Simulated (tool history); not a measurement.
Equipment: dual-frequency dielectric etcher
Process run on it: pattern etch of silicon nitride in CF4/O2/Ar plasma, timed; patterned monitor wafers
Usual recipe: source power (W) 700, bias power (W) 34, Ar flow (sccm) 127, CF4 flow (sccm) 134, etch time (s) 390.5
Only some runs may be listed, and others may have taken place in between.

| run | hour | source power (W) | bias power (W) | Ar flow (sccm) | CF4 flow (sccm) | etch time (s) | wafers since the last listed run | hours since the last wet clean | hours since the last source power generator calibration | hours since the last bias power generator calibration | hours since the last Ar flow controller change | hours since the last CF4 flow controller change | hours since the last upper electrode change | hours since the gauge calibration | read-back reference wafer on the same gauge, depth_nm | mean etch depth across the wafer (nm) |
|---|---|---|---|---|---|---|---|---|---|---|---|---|---|---|---|---|
| 1 | 0.0 | 580 | 34 | 127 | 134 | 427.5 | 0 | 200.4 | 43.9 | 1644.3 | 2962.6 | 1609.5 | 2486.7 | 65.8 | 777.3 | 802.4 |
|  | 24.6 | CF4 flow controller replaced |
| 2 | 26.8 | 700 | 34 | 108 | 134 | 390.5 | 105 | 227.2 | 70.7 | 1671.1 | 2989.4 | 2.2 | 2513.5 | 92.6 | 777.5 | 876.5 |
| 3 | 43.0 | 700 | 34 | 139 | 164 | 390.5 | 81 | 243.4 | 86.9 | 1687.3 | 3005.6 | 18.4 | 2529.7 | 108.8 | 778.0 | 865.4 |
|  | 49.0 | bias power generator calibrated |
| 4 | 74.3 | 520 | 40 | 127 | 156 | 390.5 | 137 | 274.7 | 118.2 | 25.3 | 3036.9 | 49.7 | 2561.0 | 140.1 | 778.4 | 738.2 |
|  | 102.9 | upper electrode replaced |
| 5 | 108.4 | 620 | 29 | 127 | 114 | 497.0 | 50 | 308.8 | 152.3 | 59.4 | 3071.0 | 83.8 | 5.5 | 174.2 | 778.3 | 901.3 |
| 6 | 140.3 | 840 | 34 | 116 | 134 | 390.5 | 161 | 340.7 | 184.2 | 91.3 | 3102.9 | 115.7 | 37.4 | 206.1 | 777.5 | 1015.1 |
| 7 | 174.7 | 700 | 34 | 96 | 134 | 290.0 | 173 | 375.1 | 218.6 | 125.7 | 3137.3 | 150.1 | 71.8 | 240.5 | 777.3 | 674.0 |
| 8 | 189.5 | 700 | 34 | 113 | 134 | 390.5 | 74 | 389.9 | 233.4 | 140.5 | 3152.1 | 164.9 | 86.6 | 255.3 | 778.4 | 884.6 |
|  | 220.8 | wet clean of the chamber |
| 9 | 221.3 | 700 | 34 | 139 | 164 | 390.5 | 39 | 0.5 | 265.2 | 172.3 | 3183.9 | 196.7 | 118.4 | 287.1 | 778.1 | 835.3 |
| 10 | 232.9 | 700 | 34 | 127 | 161 | 390.5 | 58 | 12.1 | 276.8 | 183.9 | 3195.5 | 208.3 | 130.0 | 298.7 | 777.9 | 852.1 |
|  | 253.6 | Ar flow controller replaced |
| 11 | 261.1 | 700 | 34 | 127 | 134 | 390.5 | 112 | 40.3 | 305.0 | 212.1 | 7.5 | 236.5 | 158.2 | 326.9 | 778.2 | 831.7 |
| 12 | 296.7 | 700 | 34 | 142 | 123 | 390.5 | 179 | 75.9 | 340.6 | 247.7 | 43.1 | 272.1 | 193.8 | 362.5 | 777.0 | 803.9 |
| 13 | 310.0 | 700 | 27 | 153 | 143 | 441.5 | 67 | 89.2 | 353.9 | 261.0 | 56.4 | 285.4 | 207.1 | 375.8 | 778.8 | 833.9 |
| 14 | 331.9 | 700 | 34 | 101 | 164 | 390.5 | 110 | 111.1 | 375.8 | 282.9 | 78.3 | 307.3 | 229.0 | 397.7 | 777.5 | 898.5 |
| 15 | 356.9 | 700 | 34 | 127 | 134 | 390.5 | 126 | 136.1 | 400.8 | 307.9 | 103.3 | 332.3 | 254.0 | 422.7 | 776.9 | 840.9 |
| 16 | 374.5 | 620 | 34 | 127 | 134 | 390.5 | 88 | 153.7 | 418.4 | 325.5 | 120.9 | 349.9 | 271.6 | 440.3 | 778.3 | 764.1 |

What does the tool deliver on the next run?
| 17 | 407.7 | 870 | 34 | 127 | 134 | 390.5 | 167 | 186.9 | 451.6 | 358.7 | 154.1 | 383.1 | 304.8 | 473.5 | ? | ? |

{"run 17": {"read-back reference wafer on the same gauge, depth_nm": 777.5, "mean etch depth across the wafer (nm)": 997.0}}
Without the tool's hidden state the same run would have given mean etch depth across the wafer (nm) 985.7.
